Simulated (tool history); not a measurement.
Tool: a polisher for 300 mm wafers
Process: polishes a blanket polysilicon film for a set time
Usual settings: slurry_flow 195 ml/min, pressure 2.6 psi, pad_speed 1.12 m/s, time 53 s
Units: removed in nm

| run | hour | slurry_flow | pressure | pad_speed | time | incoming thickness of the incoming film, nm | removed |
|---|---|---|---|---|---|---|---|
| 1 | 0 | 195 | 2.6 | 1.3 | 53 | 1894.5 | 382.9 |
|  | 1.1 | worn pad replaced by a new one |
| 2 | 8 | 195 | 2.4 | 0.86 | 53 | 1864.2 | 289.9 |
| 3 | 19.6 | 195 | 2.4 | 0.86 | 53 | 1909.7 | 281.3 |
| 4 | 37 | 195 | 2.9 | 1.12 | 63 | 1870.1 | 501.6 |
| 5 | 51.1 | 195 | 2.6 | 1.12 | 53 | 1864.3 | 375.7 |
| 6 | 63.5 | 195 | 2.6 | 1.26 | 53 | 1889.3 | 419.2 |
| 7 | 76 | 195 | 2.6 | 1.26 | 53 | 1923.6 | 399.6 |
| 8 | 89.7 | 175 | 2.6 | 1.12 | 44 | 1897.1 | 294.9 |
|  | 101.5 | worn pad replaced by a new one |
| 9 | 106.7 | 175 | 2.6 | 1.12 | 44 | 1893 | 327.7 |
| 10 | 124.6 | 255 | 2.2 | 1.12 | 53 | 1920.3 | 335.3 |
| 11 | 135.4 | 195 | 2.6 | 1.46 | 53 | 1876.1 | 480.6 |
| 12 | 146.9 | 170 | 3 | 1.4 | 39 | 1854.4 | 374.8 |
|  | 155.7 | head pressure recalibrated |
| 13 | 160.8 | 195 | 2.6 | 1.12 | 53 | 1882.5 | 377.4 |
|  | 170 | slurry nozzle cleaned |
| 14 | 176.7 | 195 | 2.6 | 1.3 | 53 | 1879.6 | 423.9 |
| 15 | 193.8 | 195 | 2.6 | 1.12 | 53 | 1878.4 | 358.4 |
|  | 208.6 | worn pad replaced by a new one |
| 16 | 215 | 145 | 1.8 | 1.12 | 43 | 1887.1 | 208.2 |
| 17 | 231.4 | 195 | 3.1 | 1.12 | 35 | 1859.2 | 297.2 |
| 18 | 246.4 | 175 | 2.6 | 1.12 | 53 | 1887.7 | 373.9 |
| 19 | 262.4 | 195 | 2.6 | 1.12 | 53 | 1928.7 | 380.4 |

3 ways to go on from here, each from the tool as it stands after run 19. What would each give?
| A | 262.8 | 195 | 2.6 | 1.12 | 45 | 1850.6 | ? |
| B | 262.8 | 195 | 2.6 | 0.8 | 53 | 1850.6 | ? |
| C | 262.8 | 170 | 3.1 | 1.12 | 35 | 1850.6 | ? |

| run | removed |
|---|---|
| A | 314.4 |
| B | 280.2 |
| C | 283.4 |
Without the tool's hidden state the same runs would have given:
| run | removed |
|---|---|
| A | 323.4 |
| B | 288.2 |
| C | 291.6 |

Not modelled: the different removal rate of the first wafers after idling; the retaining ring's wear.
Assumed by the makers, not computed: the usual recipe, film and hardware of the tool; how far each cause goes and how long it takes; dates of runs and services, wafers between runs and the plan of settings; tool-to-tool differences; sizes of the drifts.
